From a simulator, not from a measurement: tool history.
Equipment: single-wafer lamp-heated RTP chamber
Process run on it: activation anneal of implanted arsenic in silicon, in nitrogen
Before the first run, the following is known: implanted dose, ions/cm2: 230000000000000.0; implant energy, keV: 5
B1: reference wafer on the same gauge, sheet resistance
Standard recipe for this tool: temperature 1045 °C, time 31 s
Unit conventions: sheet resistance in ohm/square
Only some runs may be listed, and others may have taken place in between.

Run 1, hour 0.0: usual settings but temperature 1025 °C; B1 422.79. Result: sheet resistance 388.77 ohm/square.
At hour 42.0: reflector plate cleaned.
Run 2, hour 42.5: usual settings; B1 423.10. Result: sheet resistance 383.37 ohm/square.
Run 3, hour 95.0: usual settings; B1 423.08. Result: sheet resistance 382.23 ohm/square.
Run 4, hour 159.6: usual settings but time 20 s; B1 423.18. Result: sheet resistance 393.00 ohm/square.
At hour 212.7: pyrometer window cleaned and pyrometer calibrated.
Run 5, hour 215.9: usual settings but time 20 s; B1 422.99. Result: sheet resistance 393.07 ohm/square.
Run 6, hour 252.0: usual settings but time 20 s; B1 423.15. Result: sheet resistance 391.83 ohm/square.
Run 7, hour 299.6: usual settings but temperature 1057 °C, time 21 s; B1 422.63. Result: sheet resistance 382.84 ohm/square.
Run 8, hour 336.7: usual settings but temperature 1057 °C, time 21 s; B1 422.59. Result: sheet resistance 383.05 ohm/square.
Run 9, hour 486.9: usual settings but temperature 1057 °C, time 21 s; B1 422.71. Result: sheet resistance 382.40 ohm/square.
At hour 507.0: reflector plate cleaned.
Run 10, hour 521.8: usual settings but time 37 s; B1 423.53. Result: sheet resistance 379.16 ohm/square.
Run 11, hour 570.6: usual settings; B1 422.95. Result: sheet resistance 379.75 ohm/square.
Run 12, hour 608.0: usual settings; B1 422.77. Result: sheet resistance 382.43 ohm/square.
At hour 675.1: pyrometer window cleaned and pyrometer calibrated.
Run 13, hour 675.6: usual settings; B1 422.83. Result: sheet resistance 380.87 ohm/square.
Run 14, hour 733.9: usual settings but temperature 1028 °C, time 45 s; B1 422.78. Result: sheet resistance 380.03 ohm/square.
Run 15, hour 777.7: usual settings but temperature 1060 °C, time 45 s; B1 423.37. Result: sheet resistance 364.05 ohm/square.
Run 16, hour 808.2: usual settings; B1 422.92. Result: sheet resistance 378.85 ohm/square.
Run 17, hour 867.0: usual settings but temperature 1037 °C, time 41 s; B1 423.00. Result: sheet resistance 377.99 ohm/square.
Run 18, hour 926.9: usual settings but temperature 1058 °C; B1 422.87. Result: sheet resistance 370.60 ohm/square.
At hour 989.0: gauge calibrated.
Run 19, hour 996.5: usual settings but temperature 1073 °C, time 47 s; B1 423.18. Result: sheet resistance 351.44 ohm/square.
At hour 1011.4: reflector plate cleaned.
Run 20, hour 1057.8: usual settings but temperature 1073 °C, time 47 s; B1 422.77. Result: sheet resistance 355.64 ohm/square.
Run 21, hour 1115.9: usual settings but temperature 1058 °C, time 38 s; B1 423.15. Result: sheet resistance 369.19 ohm/square.
Run 22, hour 1165.6: usual settings but time 42 s; B1 423.28. Result: sheet resistance 375.16 ohm/square.
At hour 1195.2: pyrometer window cleaned and pyrometer calibrated.
Run 23, hour 1209.9: usual settings; B1 422.95. Result: sheet resistance 382.25 ohm/square.
Run 24, hour 1254.7: usual settings but time 26 s; B1 422.87. Result: sheet resistance 383.86 ohm/square.
Run 25, hour 1283.5: usual settings but temperature 1036 °C, time 13 s; B1 423.12. Result: sheet resistance 405.09 ohm/square.
Run 26, hour 1338.6: usual settings but temperature 1018 °C, time 24 s; B1 422.72. Result: sheet resistance 399.87 ohm/square.
Run 27, hour 1390.6: usual settings; B1 423.03. Result: sheet resistance 379.53 ohm/square.
Run 28, hour 1416.2: usual settings; B1 423.17. Result: sheet resistance 377.16 ohm/square.
Run 29, hour 1478.7: usual settings but temperature 1028 °C, time 49 s; B1 423.21. Result: sheet resistance 376.61 ohm/square.
Run 30, hour 1513.5: usual settings but temperature 1021 °C, time 42 s; B1 422.90. Result: sheet resistance 385.43 ohm/square.
At hour 1533.9: reflector plate cleaned.
Run 31, hour 1557.0: usual settings; B1 423.30. Result: sheet resistance 382.18 ohm/square.
Run 32, hour 1626.7: usual settings but time 22 s; B1 422.88. Result: sheet resistance 390.87 ohm/square.
At hour 1650.2: pyrometer window cleaned and pyrometer calibrated.
Run 33, hour 1725.7: usual settings but temperature 1070 °C, time 23 s; B1 423.08. Result: sheet resistance 374.08 ohm/square.
Run 34, hour 1774.3: usual settings but temperature 1033 °C, time 22 s; B1 423.47. Result: sheet resistance 394.37 ohm/square.
Run 35, hour 1813.4: usual settings but temperature 1023 °C, time 14 s; B1 423.06. Result: sheet resistance 410.51 ohm/square.
Run 36, hour 1872.4: usual settings but temperature 1028 °C, time 49 s; B1 422.77. Result: sheet resistance 375.53 ohm/square.

Each run again, without the hidden state but with its own random variation kept:
What the log doesn't record here: true wafer temperature minus pyrometer reading, K; wafer temperature error from the tarnished reflector plate, K; gauge reads high (%).
run  sheet resistance
  1            392.97
  2            383.73
  3            383.08
  4            394.40
  5            394.97
  6            394.05
  7            385.49
  8            386.04
  9            386.74
 10            380.03
 11            381.03
 12            384.07
 13            383.13
 14            382.86
 15            367.50
 16            382.32
 17            382.05
 18            375.27
 19            357.23
 20            356.35
 21            370.41
 22            376.82
 23            384.29
 24            386.26
 25            407.57
 26            402.93
 27            383.21
 28            381.07
 29            381.20
 30            390.34
 31            383.38
 32            392.67
 33            376.83
 34            397.44
 35            413.63
 36            379.69
